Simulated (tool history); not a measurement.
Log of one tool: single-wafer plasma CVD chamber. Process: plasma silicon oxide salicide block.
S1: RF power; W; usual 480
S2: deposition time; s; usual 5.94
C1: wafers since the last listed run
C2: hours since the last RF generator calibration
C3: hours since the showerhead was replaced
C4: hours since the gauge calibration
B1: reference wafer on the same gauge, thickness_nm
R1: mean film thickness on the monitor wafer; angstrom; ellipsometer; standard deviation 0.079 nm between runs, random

run   hour   S1    S2    C1      C2      C3     C4      B1      R1
  1      0  480  5.94     0  1832.8  6348.9  215.6  47.287  530.02
  2   10.9  480  5.94   461  1843.7  6359.8  226.5  47.307  527.97
  3     36  480  5.56  1062  1868.8  6384.9  251.6    47.3  495.23
  4   48.5  550  5.94   529  1881.3  6397.4  264.1  47.309  548.83
  5   62.7  550  5.94   601  1895.5  6411.6  278.3   47.28   547.9
  6   75.3  550  5.94   533  1908.1  6424.2  290.9  47.288  548.75
      93.3  -- gauge calibrated
  7  105.3  480  5.94  1270  1938.1  6454.2     12  47.297  529.97
  8  122.6  480  5.94   732  1955.4  6471.5   29.3  47.303  529.59
       135  -- RF generator calibrated
  9  135.5  480  5.94   207     0.5  6484.4   42.2  47.291  529.23
 10  141.2  480  5.94   241     6.2  6490.1   47.9  47.286  528.88
 11  148.1  405  6.79   292    13.1    6497   54.8  47.298  578.12
 12  161.6  555  5.25   571    26.6  6510.5   68.3  47.316  486.33
 13  168.8  440  5.94   304    33.8  6517.7   75.5  47.331  516.73
     178.1  -- showerhead replaced
 14  180.1  565  5.22   139    45.1       2   86.8  47.296  484.92
 15  194.5  480  5.94   609    59.5    16.4  101.2  47.301  529.76
 16    207  480  5.94   529      72    28.9  113.7  47.316  530.22
 17  221.6  480  7.06   618    86.6    43.5  128.3  47.298  628.99
 18  239.2  480  5.94   745   104.2    61.1  145.9  47.296  529.58
 19  253.2  565  6.79   592   118.2    75.1  159.9  47.291  632.16

Forecast each of these 3 alternatives for the next run:
  A  253.6  480  4.98  16  118.6  75.5  160.3   ?   ?
  B  253.6  525  5.94  16  118.6  75.5  160.3   ?   ?
  C  253.6  480  6.98  16  118.6  75.5  160.3   ?   ?

run     B1      R1
  A  47.31  443.39
  B  47.31  541.52
  C  47.31  621.46
Had the tool no hidden state, the same runs would have come out as:
run      R1
  A  443.39
  B  541.52
  C  621.46
